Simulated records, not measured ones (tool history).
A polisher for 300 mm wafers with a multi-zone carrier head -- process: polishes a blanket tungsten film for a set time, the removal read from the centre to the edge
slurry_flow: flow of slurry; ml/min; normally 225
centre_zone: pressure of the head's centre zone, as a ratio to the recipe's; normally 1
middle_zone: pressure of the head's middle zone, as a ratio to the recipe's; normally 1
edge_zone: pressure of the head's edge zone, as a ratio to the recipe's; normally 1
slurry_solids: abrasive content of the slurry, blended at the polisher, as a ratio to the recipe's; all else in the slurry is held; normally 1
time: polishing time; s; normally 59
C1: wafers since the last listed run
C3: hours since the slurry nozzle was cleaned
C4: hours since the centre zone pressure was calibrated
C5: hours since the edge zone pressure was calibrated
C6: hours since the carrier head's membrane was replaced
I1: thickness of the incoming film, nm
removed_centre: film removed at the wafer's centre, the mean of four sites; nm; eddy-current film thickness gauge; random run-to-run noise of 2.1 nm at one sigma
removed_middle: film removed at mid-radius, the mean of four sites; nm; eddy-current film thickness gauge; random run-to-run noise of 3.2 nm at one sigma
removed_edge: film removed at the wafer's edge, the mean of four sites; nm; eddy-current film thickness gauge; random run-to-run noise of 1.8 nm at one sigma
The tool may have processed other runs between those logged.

Run 1, hour 0: usual settings but slurry_solids 1.1; C1 0; wafers polished on this pad 1528; C3 93.2; C4 954.4; C5 771.3; C6 1035.1; I1 1048.3. Result: removed_centre 282.5 nm, removed_middle 292.2 nm, removed_edge 293 nm.
Run 2, hour 45.2: usual settings; C1 478; wafers polished on this pad 2007; C3 138.4; C4 999.6; C5 816.5; C6 1080.3; I1 1045.1. Result: removed_centre 280.6 nm, removed_middle 289.2 nm, removed_edge 288.5 nm.
At hour 83.9: centre zone pressure recalibrated.
Run 3, hour 146.1: usual settings; C1 1047; wafers polished on this pad 3055; C3 239.3; C4 62.2; C5 917.4; C6 1181.2; I1 1043.2. Result: removed_centre 282.3 nm, removed_middle 288.2 nm, removed_edge 286.6 nm.
At hour 175.1: edge zone pressure recalibrated.
Run 4, hour 212.9: usual settings but slurry_flow 200 ml/min; C1 686; wafers polished on this pad 3742; C3 306.1; C4 129; C5 37.8; C6 1248; I1 1045. Result: removed_centre 272.1 nm, removed_middle 281.7 nm, removed_edge 280.8 nm.
At hour 225.7: carrier head's membrane replaced by a new one.
Run 5, hour 272.9: usual settings but slurry_solids 0.9, time 75 s; C1 582; wafers polished on this pad 4324; C3 366.1; C4 189; C5 97.8; C6 47.2; I1 1066.5. Result: removed_centre 343 nm, removed_middle 357.9 nm, removed_edge 357.9 nm.
At hour 397.3: slurry nozzle cleaned.
At hour 423.3: worn pad replaced by a new one.
Run 6, hour 455.4: usual settings but slurry_flow 200 ml/min, edge_zone 1.1, time 45 s; C1 1880; wafers polished on this pad 340; C3 58.1; C4 371.5; C5 280.3; C6 229.7; I1 1042.5. Result: removed_centre 209.2 nm, removed_middle 220 nm, removed_edge 224.4 nm.
Run 7, hour 545.1: usual settings; C1 950; wafers polished on this pad 1290; C3 147.8; C4 461.2; C5 370; C6 319.4; I1 1033.9. Result: removed_centre 280.7 nm, removed_middle 284.8 nm, removed_edge 287.8 nm.
Run 8, hour 614.6: usual settings but centre_zone 1.05; C1 736; wafers polished on this pad 2026; C3 217.3; C4 530.7; C5 439.5; C6 388.9; I1 1053.6. Result: removed_centre 290.6 nm, removed_middle 287.8 nm, removed_edge 287.9 nm.
Run 9, hour 699.2: usual settings but centre_zone 1.04, edge_zone 1.11, slurry_solids 1.25; C1 896; wafers polished on this pad 2923; C3 301.9; C4 615.3; C5 524.1; C6 473.5; I1 1053.4. Result: removed_centre 302.7 nm, removed_middle 303 nm, removed_edge 313 nm.
Run 10, hour 750.4: usual settings but time 43 s; C1 542; wafers polished on this pad 3465; C3 353.1; C4 666.5; C5 575.3; C6 524.7; I1 1062.8. Result: removed_centre 203.2 nm, removed_middle 209.7 nm, removed_edge 210.8 nm.
Run 11, hour 786.6: usual settings but edge_zone 1.06, slurry_solids 0.9; C1 383; wafers polished on this pad 3849; C3 389.3; C4 702.7; C5 611.5; C6 560.9; I1 1044. Result: removed_centre 275.1 nm, removed_middle 284.1 nm, removed_edge 286.9 nm.
Run 12, hour 874.8: usual settings but slurry_flow 285 ml/min, centre_zone 1.12, slurry_solids 1.25, time 47 s; C1 934; wafers polished on this pad 4783; C3 477.5; C4 790.9; C5 699.7; C6 649.1; I1 1045.1. Result: removed_centre 265.2 nm, removed_middle 245.4 nm, removed_edge 242.3 nm.
At hour 962.6: slurry nozzle cleaned.
At hour 963.6: edge zone pressure recalibrated.
Run 13, hour 981.8: usual settings but edge_zone 1.07; C1 1112; wafers polished on this pad 5896; C3 19.2; C4 897.9; C5 18.2; C6 756.1; I1 1060.1. Result: removed_centre 278 nm, removed_middle 286.3 nm, removed_edge 296.2 nm.
At hour 1003.3: centre zone pressure recalibrated.
At hour 1022.3: worn pad replaced by a new one.
Run 14, hour 1081.8: usual settings; C1 995; wafers polished on this pad 630; C3 119.2; C4 78.5; C5 118.2; C6 856.1; I1 1049.5. Result: removed_centre 274.1 nm, removed_middle 283.2 nm, removed_edge 289.7 nm.
Run 15, hour 1162.9: usual settings but slurry_flow 200 ml/min, middle_zone 0.96, edge_zone 0.93, slurry_solids 1.2; C1 859; wafers polished on this pad 1489; C3 200.3; C4 159.6; C5 199.3; C6 937.2; I1 1037.9. Result: removed_centre 288.1 nm, removed_middle 288.4 nm, removed_edge 286.2 nm.

The next listed run, before its measurement:
At hour 1175.9: carrier head's membrane replaced by a new one.
Run 16, hour 1210.8: usual settings; C1 454; wafers polished on this pad 1944; C3 248.2; C4 207.5; C5 247.2; C6 34.9; I1 1035. Result: removed_centre ?, removed_middle ?, removed_edge ?.

{"run 16": {"removed_centre": 282.8, "removed_middle": 294.2, "removed_edge": 283.8}}
With no hidden state in the tool, this same run would have given removed_centre 282.8 nm, removed_middle 294.2 nm, removed_edge 283.8 nm.
